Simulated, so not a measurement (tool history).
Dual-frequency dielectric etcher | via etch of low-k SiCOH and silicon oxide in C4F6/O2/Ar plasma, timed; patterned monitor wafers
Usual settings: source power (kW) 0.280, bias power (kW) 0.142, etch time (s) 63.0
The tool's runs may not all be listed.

run,hour,source power (kW),bias power (kW),etch time (s),"read-back reference wafer on the same gauge, depth_nm",mean etch depth across the wafer (Å)
1,0.0,0.280,0.142,63.0,154.0,1336
2,15.2,0.320,0.142,70.0,154.1,1555
3,42.8,0.320,0.142,70.0,154.0,1536
4,65.7,0.240,0.142,63.0,154.2,1271
5,81.3,0.280,0.142,63.0,154.1,1330
6,115.4,0.280,0.142,63.0,153.8,1326
7,153.1,0.280,0.142,63.0,154.1,1317
# hour 190.9: wet clean of the chamber
8,191.4,0.280,0.168,63.0,153.8,1415
9,191.9,0.280,0.142,63.0,153.8,1366
# hour 209.9: bias power generator calibrated
# hour 219.8: gauge calibrated
10,224.0,0.280,0.142,63.0,153.7,1363
11,255.5,0.280,0.142,63.0,154.0,1355
12,280.1,0.280,0.142,63.0,154.2,1361
13,294.9,0.280,0.118,63.0,153.8,1302
14,327.6,0.280,0.176,63.0,153.9,1400
15,354.9,0.280,0.142,71.5,153.9,1527
16,380.3,0.280,0.173,63.0,154.0,1411
17,413.6,0.320,0.142,70.0,154.1,1543
18,428.3,0.280,0.142,76.5,154.0,1627
19,450.9,0.250,0.176,69.5,153.9,1481
# hour 466.9: source power generator calibrated
# hour 497.6: upper electrode replaced
20,498.1,0.240,0.110,76.0,153.9,1467
21,498.5,0.260,0.142,63.0,154.0,1295
22,514.2,0.280,0.142,63.0,153.9,1337
23,540.3,0.280,0.142,63.0,153.8,1319
24,554.4,0.280,0.121,71.5,153.9,1466
25,578.0,0.280,0.133,63.0,154.1,1305
26,590.9,0.250,0.142,52.0,153.9,1061
27,610.3,0.280,0.142,63.0,154.0,1318
28,626.9,0.280,0.142,63.0,154.1,1318
# hour 660.4: wet clean of the chamber
29,660.9,0.340,0.177,77.5,154.1,1881

5 ways to go on from here, each from the tool as it stands after run 29. What would each give?
A,661.3,0.280,0.159,63.0,?,?
B,661.3,0.280,0.157,63.0,?,?
C,661.3,0.280,0.152,49.0,?,?
D,661.3,0.260,0.177,78.0,?,?
E,661.3,0.330,0.163,63.0,?,?

run,"read-back reference wafer on the same gauge, depth_nm",mean etch depth across the wafer (Å)
A,153.8,1417
B,153.8,1414
C,153.8,1093
D,153.8,1755
E,153.8,1499
Without the tool's hidden state the same runs would have given:
run,mean etch depth across the wafer (Å)
A,1409
B,1405
C,1086
D,1745
E,1490

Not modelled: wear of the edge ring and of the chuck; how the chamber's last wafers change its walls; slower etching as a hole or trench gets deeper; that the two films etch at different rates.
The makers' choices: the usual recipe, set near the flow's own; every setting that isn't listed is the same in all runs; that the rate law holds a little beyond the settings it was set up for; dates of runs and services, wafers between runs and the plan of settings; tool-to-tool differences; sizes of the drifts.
